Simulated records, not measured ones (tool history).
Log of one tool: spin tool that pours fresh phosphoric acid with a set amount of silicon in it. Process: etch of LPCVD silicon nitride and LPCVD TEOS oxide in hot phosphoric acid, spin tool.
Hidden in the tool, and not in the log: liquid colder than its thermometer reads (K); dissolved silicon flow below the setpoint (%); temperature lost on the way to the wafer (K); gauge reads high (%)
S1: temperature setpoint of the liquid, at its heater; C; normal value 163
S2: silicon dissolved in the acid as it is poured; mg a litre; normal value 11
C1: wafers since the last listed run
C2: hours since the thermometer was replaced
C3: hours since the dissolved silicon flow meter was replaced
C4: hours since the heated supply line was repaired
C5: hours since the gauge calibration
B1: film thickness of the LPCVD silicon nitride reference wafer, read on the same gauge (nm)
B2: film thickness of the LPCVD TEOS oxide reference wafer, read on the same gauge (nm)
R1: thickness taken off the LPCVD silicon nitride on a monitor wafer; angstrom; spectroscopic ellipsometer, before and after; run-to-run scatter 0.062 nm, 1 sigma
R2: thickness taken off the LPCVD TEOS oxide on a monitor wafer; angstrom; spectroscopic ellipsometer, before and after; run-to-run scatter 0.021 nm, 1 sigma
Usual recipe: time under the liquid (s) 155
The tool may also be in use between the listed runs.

run 1 day=0 | S1=165 S2=16 time_under_the_liquid_(s)=155 | C1=0 C2=2028.5 C3=309.9 C4=2003.4 C5=43.2 | B1=139.94 B2=40.001 | R1=141.8 R2=5.85
run 2 day=0.321 | S1=163 S2=11 time_under_the_liquid_(s)=155 | C1=45 C2=2036.2 C3=317.6 C4=2011.1 C5=50.9 | B1=140 B2=40.009 | R1=132.7 R2=5.46
run 3 day=0.592 | S1=161.5 S2=8.5 time_under_the_liquid_(s)=120 | C1=38 C2=2042.7 C3=324.1 C4=2017.6 C5=57.4 | B1=140 B2=39.964 | R1=98.2 R2=4.16
run 4 day=1.325 | S1=165 S2=18.5 time_under_the_liquid_(s)=110 | C1=102 C2=2060.3 C3=341.7 C4=2035.2 C5=75 | B1=139.98 B2=40.015 | R1=101 R2=3.91
run 5 day=1.708 | S1=165.5 S2=6 time_under_the_liquid_(s)=95 | C1=53 C2=2069.5 C3=350.9 C4=2044.4 C5=84.2 | B1=139.99 B2=39.997 | R1=88.5 R2=4.5
-- day=2.208 heated supply line repaired
run 6 day=2.408 | S1=162 S2=14.5 time_under_the_liquid_(s)=210 | C1=92 C2=2086.3 C3=367.7 C4=4.8 C5=101 | B1=140.01 B2=39.973 | R1=173.2 R2=6.35
run 7 day=2.7 | S1=162 S2=11 time_under_the_liquid_(s)=155 | C1=40 C2=2093.3 C3=374.7 C4=11.8 C5=108 | B1=139.97 B2=40.038 | R1=127.9 R2=5.49
run 8 day=3.092 | S1=161.5 S2=5.5 time_under_the_liquid_(s)=245 | C1=55 C2=2102.7 C3=384.1 C4=21.2 C5=117.4 | B1=139.99 B2=40.021 | R1=200.6 R2=8.85
run 9 day=3.404 | S1=162 S2=11 time_under_the_liquid_(s)=205 | C1=43 C2=2110.2 C3=391.6 C4=28.7 C5=124.9 | B1=140.01 B2=39.995 | R1=169.1 R2=7.04
run 10 day=3.783 | S1=161 S2=11 time_under_the_liquid_(s)=110 | C1=53 C2=2119.3 C3=400.7 C4=37.8 C5=134 | B1=139.96 B2=40.023 | R1=87.9 R2=3.29
-- day=4.038 dissolved silicon flow meter replaced
-- day=4.196 thermometer replaced
run 11 day=4.533 | S1=163 S2=8.5 time_under_the_liquid_(s)=155 | C1=93 C2=8.1 C3=11.9 C4=55.8 C5=152 | B1=139.99 B2=40.037 | R1=147.5 R2=7.53
run 12 day=5.171 | S1=163 S2=7 time_under_the_liquid_(s)=155 | C1=89 C2=23.4 C3=27.2 C4=71.1 C5=167.3 | B1=140.03 B2=39.959 | R1=146.8 R2=7.55
run 13 day=5.779 | S1=164.5 S2=19 time_under_the_liquid_(s)=130 | C1=85 C2=38 C3=41.8 C4=85.7 C5=181.9 | B1=140.06 B2=39.993 | R1=128.8 R2=5.27
run 14 day=6.1 | S1=160 S2=11 time_under_the_liquid_(s)=155 | C1=45 C2=45.7 C3=49.5 C4=93.4 C5=189.6 | B1=139.96 B2=40.022 | R1=132.8 R2=5.6
run 15 day=7.717 | S1=163 S2=9 time_under_the_liquid_(s)=225 | C1=227 C2=84.5 C3=88.3 C4=132.2 C5=228.4 | B1=140.01 B2=39.959 | R1=213.8 R2=10.56
run 16 day=8.008 | S1=163 S2=11 time_under_the_liquid_(s)=220 | C1=40 C2=91.5 C3=95.3 C4=139.2 C5=235.4 | B1=139.98 B2=39.991 | R1=208.5 R2=10.35
run 17 day=8.729 | S1=163 S2=11 time_under_the_liquid_(s)=65 | C1=101 C2=108.8 C3=112.6 C4=156.5 C5=252.7 | B1=140.01 B2=40.007 | R1=61.8 R2=2.89
run 18 day=9.479 | S1=164 S2=2 time_under_the_liquid_(s)=235 | C1=105 C2=126.8 C3=130.6 C4=174.5 C5=270.7 | B1=140 B2=40.001 | R1=230.1 R2=13.74
run 19 day=10.108 | S1=164 S2=11 time_under_the_liquid_(s)=155 | C1=88 C2=141.9 C3=145.7 C4=189.6 C5=285.8 | B1=140.01 B2=39.98 | R1=151.9 R2=7.64
run 20 day=10.817 | S1=160.5 S2=16 time_under_the_liquid_(s)=210 | C1=99 C2=158.9 C3=162.7 C4=206.6 C5=302.8 | B1=139.95 B2=39.985 | R1=182.7 R2=7
run 21 day=11.092 | S1=163 S2=11 time_under_the_liquid_(s)=155 | C1=38 C2=165.5 C3=169.3 C4=213.2 C5=309.4 | B1=139.94 B2=40.006 | R1=145.7 R2=6.97

Here are 5 independent what-if runs from the current tool condition. What would each one return?
run A day=11.112 | S1=163 S2=11 time_under_the_liquid_(s)=155 | C1=2 C2=166 C3=169.8 C4=213.7 C5=309.9 | B1=? B2=? | R1=? R2=?
run B day=11.112 | S1=163 S2=16.5 time_under_the_liquid_(s)=155 | C1=2 C2=166 C3=169.8 C4=213.7 C5=309.9 | B1=? B2=? | R1=? R2=?
run C day=11.112 | S1=165.5 S2=11 time_under_the_liquid_(s)=155 | C1=2 C2=166 C3=169.8 C4=213.7 C5=309.9 | B1=? B2=? | R1=? R2=?
run D day=11.112 | S1=161.5 S2=17.5 time_under_the_liquid_(s)=190 | C1=2 C2=166 C3=169.8 C4=213.7 C5=309.9 | B1=? B2=? | R1=? R2=?
run E day=11.112 | S1=161 S2=11 time_under_the_liquid_(s)=155 | C1=2 C2=166 C3=169.8 C4=213.7 C5=309.9 | B1=? B2=? | R1=? R2=?

run=A B1=140.01 B2=39.972 R1=145 R2=6.58
run=B B1=140.01 B2=39.972 R1=145 R2=5.76
run=C B1=140.01 B2=39.972 R1=157.5 R2=7.9
run=D B1=140.01 B2=39.972 R1=169.1 R2=6.16
run=E B1=140.01 B2=39.972 R1=135.7 R2=5.68
Stripped of hidden state, with their random variation kept, the same runs would have yielded:
run=A R1=146.3 R2=6.71
run=B R1=146.3 R2=5.87
run=C R1=158.8 R2=8.05
run=D R1=170.6 R2=6.28
run=E R1=136.9 R2=5.79

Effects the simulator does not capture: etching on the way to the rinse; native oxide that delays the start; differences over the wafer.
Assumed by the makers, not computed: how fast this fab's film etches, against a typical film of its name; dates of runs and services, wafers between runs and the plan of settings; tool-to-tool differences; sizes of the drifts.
